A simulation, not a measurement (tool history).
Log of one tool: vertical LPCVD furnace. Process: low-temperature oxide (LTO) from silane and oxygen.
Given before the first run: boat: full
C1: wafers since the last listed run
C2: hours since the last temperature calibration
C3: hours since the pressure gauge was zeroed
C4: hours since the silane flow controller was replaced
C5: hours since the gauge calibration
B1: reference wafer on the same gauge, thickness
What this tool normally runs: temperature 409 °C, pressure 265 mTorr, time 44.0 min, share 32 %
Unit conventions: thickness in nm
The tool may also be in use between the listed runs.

{"run": 1, "hour": 0.0, "temperature": 412, "pressure": 265, "time": 44.0, "share": 32, "C1": 0, "C2": 2576.7, "C3": 2402.8, "C4": 2239.1, "C5": 172.4, "B1": 428.32, "thickness": 409.84}
{"run": 2, "hour": 19.2, "temperature": 412, "pressure": 265, "time": 44.0, "share": 32, "C1": 270, "C2": 2595.9, "C3": 2422.0, "C4": 2258.3, "C5": 191.6, "B1": 427.96, "thickness": 409.14}
{"run": 3, "hour": 46.7, "temperature": 409, "pressure": 310, "time": 44.0, "share": 32, "C1": 387, "C2": 2623.4, "C3": 2449.5, "C4": 2285.8, "C5": 219.1, "B1": 428.27, "thickness": 462.02}
{"run": 4, "hour": 76.5, "temperature": 409, "pressure": 310, "time": 44.0, "share": 32, "C1": 420, "C2": 2653.2, "C3": 2479.3, "C4": 2315.6, "C5": 248.9, "B1": 428.04, "thickness": 460.2}
{"run": 5, "hour": 92.4, "temperature": 409, "pressure": 265, "time": 44.0, "share": 32, "C1": 224, "C2": 2669.1, "C3": 2495.2, "C4": 2331.5, "C5": 264.8, "B1": 427.93, "thickness": 396.6}
{"run": 6, "hour": 113.0, "temperature": 409, "pressure": 265, "time": 44.0, "share": 32, "C1": 290, "C2": 2689.7, "C3": 2515.8, "C4": 2352.1, "C5": 285.4, "B1": 427.73, "thickness": 396.45}
{"run": 7, "hour": 145.9, "temperature": 409, "pressure": 265, "time": 44.0, "share": 32, "C1": 463, "C2": 2722.6, "C3": 2548.7, "C4": 2385.0, "C5": 318.3, "B1": 428.11, "thickness": 398.55}
{"run": 8, "hour": 178.3, "temperature": 409, "pressure": 240, "time": 44.0, "share": 32, "C1": 456, "C2": 2755.0, "C3": 2581.1, "C4": 2417.4, "C5": 350.7, "B1": 427.91, "thickness": 365.33}
{"run": 9, "hour": 203.2, "temperature": 409, "pressure": 240, "time": 44.0, "share": 32, "C1": 351, "C2": 2779.9, "C3": 2606.0, "C4": 2442.3, "C5": 375.6, "B1": 427.64, "thickness": 363.88}
{"run": 10, "hour": 216.5, "temperature": 409, "pressure": 265, "time": 57.5, "share": 27, "C1": 187, "C2": 2793.2, "C3": 2619.3, "C4": 2455.6, "C5": 388.9, "B1": 428.04, "thickness": 407.92}
{"run": 11, "hour": 234.3, "temperature": 409, "pressure": 265, "time": 50.5, "share": 32, "C1": 250, "C2": 2811.0, "C3": 2637.1, "C4": 2473.4, "C5": 406.7, "B1": 427.86, "thickness": 457.22}
{"run": 12, "hour": 261.7, "temperature": 409, "pressure": 265, "time": 50.5, "share": 32, "C1": 386, "C2": 2838.4, "C3": 2664.5, "C4": 2500.8, "C5": 434.1, "B1": 427.87, "thickness": 459.87}
{"run": 13, "hour": 276.1, "temperature": 409, "pressure": 265, "time": 44.0, "share": 36, "C1": 203, "C2": 2852.8, "C3": 2678.9, "C4": 2515.2, "C5": 448.5, "B1": 428.22, "thickness": 467.99}
{"hour": 308.8, "done": "silane flow controller replaced"}
{"hour": 331.7, "done": "pressure gauge zeroed"}
{"run": 14, "hour": 332.2, "temperature": 402, "pressure": 315, "time": 38.5, "share": 30, "C1": 128, "C2": 2908.9, "C3": 0.5, "C4": 23.4, "C5": 504.6, "B1": 428.01, "thickness": 335.85}
{"run": 15, "hour": 335.8, "temperature": 404, "pressure": 240, "time": 44.0, "share": 32, "C1": 50, "C2": 2912.5, "C3": 4.1, "C4": 27.0, "C5": 508.2, "B1": 427.94, "thickness": 328.46}
{"run": 16, "hour": 348.6, "temperature": 400, "pressure": 320, "time": 51.5, "share": 32, "C1": 180, "C2": 2925.3, "C3": 16.9, "C4": 39.8, "C5": 521.0, "B1": 427.88, "thickness": 488.27}
{"run": 17, "hour": 380.1, "temperature": 409, "pressure": 265, "time": 44.0, "share": 32, "C1": 444, "C2": 2956.8, "C3": 48.4, "C4": 71.3, "C5": 552.5, "B1": 428.23, "thickness": 384.27}
{"hour": 419.7, "done": "thermocouples replaced and temperature profile calibrated"}
{"run": 18, "hour": 420.2, "temperature": 416, "pressure": 265, "time": 44.0, "share": 32, "C1": 226, "C2": 0.5, "C3": 88.5, "C4": 111.4, "C5": 592.6, "B1": 428.1, "thickness": 414.61}
{"hour": 435.4, "done": "gauge calibrated"}
{"run": 19, "hour": 436.7, "temperature": 409, "pressure": 265, "time": 44.0, "share": 32, "C1": 232, "C2": 17.0, "C3": 105.0, "C4": 127.9, "C5": 1.3, "B1": 427.9, "thickness": 384.5}
{"run": 20, "hour": 461.4, "temperature": 399, "pressure": 265, "time": 44.0, "share": 32, "C1": 348, "C2": 41.7, "C3": 129.7, "C4": 152.6, "C5": 26.0, "B1": 428.06, "thickness": 340.54}
{"run": 21, "hour": 488.3, "temperature": 409, "pressure": 265, "time": 27.5, "share": 32, "C1": 379, "C2": 68.6, "C3": 156.6, "C4": 179.5, "C5": 52.9, "B1": 427.79, "thickness": 240.36}
{"run": 22, "hour": 517.6, "temperature": 409, "pressure": 320, "time": 44.0, "share": 38, "C1": 413, "C2": 97.9, "C3": 185.9, "C4": 208.8, "C5": 82.2, "B1": 427.82, "thickness": 578.99}
{"run": 23, "hour": 537.0, "temperature": 409, "pressure": 265, "time": 44.0, "share": 30, "C1": 273, "C2": 117.3, "C3": 205.3, "C4": 228.2, "C5": 101.6, "B1": 428.08, "thickness": 350.76}
{"run": 24, "hour": 563.9, "temperature": 413, "pressure": 310, "time": 33.0, "share": 27, "C1": 379, "C2": 144.2, "C3": 232.2, "C4": 255.1, "C5": 128.5, "B1": 427.9, "thickness": 274.3}
{"run": 25, "hour": 595.0, "temperature": 414, "pressure": 265, "time": 44.0, "share": 32, "C1": 438, "C2": 175.3, "C3": 263.3, "C4": 286.2, "C5": 159.6, "B1": 427.62, "thickness": 405.29}
{"run": 26, "hour": 622.4, "temperature": 409, "pressure": 215, "time": 44.0, "share": 32, "C1": 386, "C2": 202.7, "C3": 290.7, "C4": 313.6, "C5": 187.0, "B1": 428.06, "thickness": 311.9}

What was the tool's hidden state at every run in the log?
true tube temperature minus thermocouple reading, K: 0 in every run
deviation of the silane flow from its setpoint, %: 0 in every run
gauge reads high (%): 0 in every run
H1: true pressure minus gauge reading, mTorr
run=1 H1=10.2
run=2 H1=10.4
run=3 H1=10.6
run=4 H1=10.9
run=5 H1=11.1
run=6 H1=11.3
run=7 H1=11.6
run=8 H1=12
run=9 H1=12.2
run=10 H1=12.4
run=11 H1=12.6
run=12 H1=12.9
run=13 H1=13
run=14 H1=1.76
run=15 H1=1.76
run=16 H1=1.76
run=17 H1=1.76
run=18 H1=1.78
run=19 H1=1.78
run=20 H1=1.79
run=21 H1=1.81
run=22 H1=1.83
run=23 H1=1.85
run=24 H1=1.87
run=25 H1=1.9
run=26 H1=1.93

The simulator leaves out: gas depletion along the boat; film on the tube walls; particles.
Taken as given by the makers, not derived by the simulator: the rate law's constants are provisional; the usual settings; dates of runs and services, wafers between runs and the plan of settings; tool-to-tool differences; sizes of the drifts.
